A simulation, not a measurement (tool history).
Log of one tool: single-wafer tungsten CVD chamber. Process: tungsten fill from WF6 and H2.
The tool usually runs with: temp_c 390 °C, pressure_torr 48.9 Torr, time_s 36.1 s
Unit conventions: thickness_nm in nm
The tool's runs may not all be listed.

run,hour,temp_c,pressure_torr,time_s,"read-back reference wafer on the same gauge, thickness_nm",thickness_nm
1,0.0,390,48.9,36.1,88.034,103.028
2,238.9,390,48.9,36.1,88.070,103.054
3,310.1,390,48.9,36.1,88.028,102.738
4,374.3,380,48.9,36.1,87.864,86.048
5,416.2,380,48.9,36.1,88.045,86.034
6,487.8,390,48.9,36.1,87.978,102.474
7,554.4,394,48.9,36.1,87.963,108.997
8,645.3,382,48.9,36.1,87.901,89.004
9,732.7,386,48.9,36.1,88.084,94.950
10,802.1,386,48.9,36.1,88.036,95.043
# hour 949.9: thermocouple changed; heater temperature recalibrated
# hour 953.7: gauge calibrated
11,1093.3,386,48.9,36.1,87.979,94.598
12,1279.0,390,48.9,36.1,88.007,101.722
13,1333.2,379,54.0,36.1,87.945,89.122
14,1378.4,390,48.9,41.8,88.037,118.408
# hour 1391.2: capacitance manometer re-zeroed and calibrated
15,1414.8,377,40.8,33.2,87.966,64.370
16,1503.8,377,48.9,29.2,87.999,63.518
17,1561.1,390,52.7,40.9,88.017,117.357
# hour 1599.1: showerhead replaced
18,1626.8,383,53.0,31.5,88.136,80.050
19,1674.4,398,48.9,29.7,87.969,92.435
# hour 1714.1: capacitance manometer re-zeroed and calibrated, repeated, since the last time left the tool worse
20,1763.8,390,48.9,36.1,87.989,104.045
21,1849.7,383,53.0,31.5,87.944,84.423
22,1889.1,390,48.9,36.1,87.974,103.840
23,1960.5,390,48.9,36.1,87.944,103.667
24,2015.3,390,53.8,32.8,87.981,99.580

Here are 4 independent what-if runs from the current tool condition. What would each one return?
A,2015.7,390,48.9,36.1,?,?
B,2015.7,390,40.2,36.1,?,?
C,2015.7,390,52.4,38.7,?,?
D,2015.7,390,55.0,42.9,?,?

run,"read-back reference wafer on the same gauge, thickness_nm",thickness_nm
A,88.036,103.619
B,88.036,91.042
C,88.036,115.927
D,88.036,132.280
Had the tool no hidden state, the same runs would have come out as:
run,thickness_nm
A,104.552
B,91.883
C,116.942
D,133.439

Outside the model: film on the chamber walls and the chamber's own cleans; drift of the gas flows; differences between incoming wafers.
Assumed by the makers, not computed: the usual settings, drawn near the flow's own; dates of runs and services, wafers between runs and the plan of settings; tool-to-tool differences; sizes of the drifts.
